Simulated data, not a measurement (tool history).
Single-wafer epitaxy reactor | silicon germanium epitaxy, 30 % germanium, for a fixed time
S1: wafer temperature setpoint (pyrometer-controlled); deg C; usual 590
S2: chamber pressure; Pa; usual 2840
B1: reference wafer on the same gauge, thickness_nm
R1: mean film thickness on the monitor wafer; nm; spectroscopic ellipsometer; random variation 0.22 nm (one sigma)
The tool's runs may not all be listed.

run,day,S1,S2,B1,R1
1,0.000,590,2693,54.862,50.326
2,2.021,599,3226,54.930,66.512
3,3.579,598,2840,54.895,61.131
4,5.888,590,3133,54.833,53.728
5,8.883,590,3133,54.962,54.065
6,11.312,590,3133,54.919,53.888
7,13.821,590,2840,54.868,50.935
8,15.321,600,2840,54.942,63.031
9,17.508,595,2840,54.886,56.828
10,20.133,595,2840,54.974,56.623
11,21.733,590,2840,54.880,50.897
12,23.212,581,3053,54.978,43.428
# day 26.254: pyrometer calibrated
13,26.275,590,3133,54.802,55.074
# day 27.375: gauge calibrated
14,28.442,600,3360,54.901,70.166
15,29.638,590,2573,54.869,49.732
16,31.800,575,3173,54.854,39.943
# day 33.358: showerhead replaced
# day 33.704: capacitance manometer re-zeroed and calibrated
17,34.721,590,2613,54.806,48.371
18,36.725,595,2840,54.853,56.160
19,38.267,579,2626,54.906,38.277
20,40.733,590,2840,54.872,50.538
21,43.312,595,2653,54.926,54.378
22,44.321,595,2840,54.912,56.316

Forecast each of these 4 alternatives for the next run:
A,44.338,590,3480,?,?
B,44.338,595,3320,?,?
C,44.338,590,3466,?,?
D,44.338,582,2133,?,?

run,B1,R1
A,54.914,56.544
B,54.914,61.432
C,54.914,56.439
D,54.914,36.909
Without the tool's hidden state the same runs would have given:
run,R1
A,56.590
B,61.477
C,56.484
D,36.942
